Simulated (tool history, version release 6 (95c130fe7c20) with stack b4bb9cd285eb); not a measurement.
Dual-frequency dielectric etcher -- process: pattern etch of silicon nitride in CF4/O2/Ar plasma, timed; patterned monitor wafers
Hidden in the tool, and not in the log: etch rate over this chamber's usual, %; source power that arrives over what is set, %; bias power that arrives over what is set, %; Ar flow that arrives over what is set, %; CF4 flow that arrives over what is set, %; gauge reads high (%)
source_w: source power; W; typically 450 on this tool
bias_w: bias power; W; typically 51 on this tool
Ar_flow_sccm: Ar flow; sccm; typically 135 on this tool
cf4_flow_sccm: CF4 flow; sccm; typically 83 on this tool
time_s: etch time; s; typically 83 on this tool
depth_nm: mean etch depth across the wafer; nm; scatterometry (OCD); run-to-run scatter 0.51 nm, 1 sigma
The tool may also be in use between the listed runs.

run   hour  source_w  bias_w  Ar_flow_sccm  cf4_flow_sccm  time_s  wafers since the last listed run  hours since the last wet clean  hours since the last source power generator calibration  hours since the last bias power generator calibration  hours since the last Ar flow controller change  hours since the last CF4 flow controller change  hours since the last upper electrode change  hours since the gauge calibration  read-back reference wafer on the same gauge, depth_nm  depth_nm
  1      0       450      51           135             83      83                                 0                           357.4                                                   4468.5                                                 4067.4                                            2425                                           2089.4                                       4224.1                               47.5                                                  150.8     141.2
      52.8  -- upper electrode replaced
  2   53.3       450      51           135             83      83                               280                           410.7                                                   4521.8                                                 4120.7                                          2478.3                                           2142.7                                          0.5                              100.8                                                  151.1     143.1
     101.3  -- CF4 flow controller replaced
  3  101.8       450      51           135             83      83                               406                           459.2                                                   4570.3                                                 4169.2                                          2526.8                                              0.5                                           49                              149.3                                                    151       143
     157.3  -- wet clean of the chamber
  4  163.2       450      51           135             83      83                               357                             5.9                                                   4631.7                                                 4230.6                                          2588.2                                             61.9                                        110.4                              210.7                                                  151.1     142.5
  5  231.1       450      51           135             83      83                               649                            73.8                                                   4699.6                                                 4298.5                                          2656.1                                            129.8                                        178.3                              278.6                                                  151.1     142.8
       282  -- bias power generator calibrated
     293.8  -- Ar flow controller replaced
  6    300       360      62           114             83      83                               563                           142.7                                                   4768.5                                                     18                                             6.2                                            198.7                                        247.2                              347.5                                                  150.9     132.8
  7  331.5       450      51           135             70      83                               301                           174.2                                                     4800                                                   49.5                                            37.7                                            230.2                                        278.7                                379                                                    151     138.7
  8  361.4       550      51           116             97    73.5                               286                           204.1                                                   4829.9                                                   79.4                                            67.6                                            260.1                                        308.6                              408.9                                                  151.1     157.7
  9  400.9       450      54           135             95      83                               377                           243.6                                                   4869.4                                                  118.9                                           107.1                                            299.6                                        348.1                              448.4                                                  151.1     150.3
 10  438.3       450      51           108             69      83                               357                             281                                                   4906.8                                                  156.3                                           144.5                                              337                                        385.5                              485.8                                                    151     144.3
 11  477.1       450      51           120             83      83                               371                           319.8                                                   4945.6                                                  195.1                                           183.3                                            375.8                                        424.3                              524.6                                                    151     145.7
     531.9  -- source power generator calibrated
 12  537.7       450      51           135             83      83                               541                           380.4                                                      5.8                                                  255.7                                           243.9                                            436.4                                        484.9                              585.2                                                  150.7     143.4
     602.2  -- wet clean of the chamber
 13  602.7       450      51           135             83      83                               392                             0.5                                                     70.8                                                  320.7                                           308.9                                            501.4                                        549.9                              650.2                                                    151     142.4
 14  661.5       420      51           135             83      83                               562                            59.3                                                    129.6                                                  379.5                                           367.7                                            560.2                                        608.7                                709                                                  150.8     133.9
 15  705.4       370      58           111             74      83                               420                           103.2                                                    173.5                                                  423.4                                           411.6                                            604.1                                        652.6                              752.9                                                  151.1     130.7
 16  751.3       340      51           110             91      83                               439                           149.1                                                    219.4                                                  469.3                                           457.5                                              650                                        698.5                              798.8                                                    151     116.1
 17  784.3       450      41           135             83    73.5                               315                           182.1                                                    252.4                                                  502.3                                           490.5                                              683                                        731.5                              831.8                                                  150.9     112.7
 18  815.7       450      51           126             83      98                               300                           213.5                                                    283.8                                                  533.7                                           521.9                                            714.4                                        762.9                              863.2                                                  151.1     170.4
 19  847.2       510      56           135             64      99                               301                             245                                                    315.3                                                  565.2                                           553.4                                            745.9                                        794.4                              894.7                                                  151.1     193.2
 20  901.3       450      63           109             83    67.5                               517                           299.1                                                    369.4                                                  619.3                                           607.5                                              800                                        848.5                              948.8                                                  151.1     132.8

Alternative continuations, all from the tool just after run 20; predict every row:
  A  901.7       450      51           135             83      83                                 3                           299.5                                                    369.8                                                  619.7                                           607.9                                            800.4                                        848.9                              949.2                                                      ?         ?
  B  901.7       450      40           135             83      83                                 3                           299.5                                                    369.8                                                  619.7                                           607.9                                            800.4                                        848.9                              949.2                                                      ?         ?
  C  901.7       530      43           156             67      83                                 3                           299.5                                                    369.8                                                  619.7                                           607.9                                            800.4                                        848.9                              949.2                                                      ?         ?
  D  901.7       550      51           135             83      91                                 3                           299.5                                                    369.8                                                  619.7                                           607.9                                            800.4                                        848.9                              949.2                                                      ?         ?
  E  901.7       350      57           112             83    92.5                                 3                           299.5                                                    369.8                                                  619.7                                           607.9                                            800.4                                        848.9                              949.2                                                      ?         ?

run  read-back reference wafer on the same gauge, depth_nm  depth_nm
  A                                                  151.3     142.2
  B                                                  151.3     125.3
  C                                                  151.3     142.2
  D                                                  151.3     186.1
  E                                                  151.3     138.5
With the hidden condition removed and each run's random variation left untouched, the same runs would have given:
run  depth_nm
  A     142.2
  B     125.3
  C     142.2
  D     186.1
  E     138.5
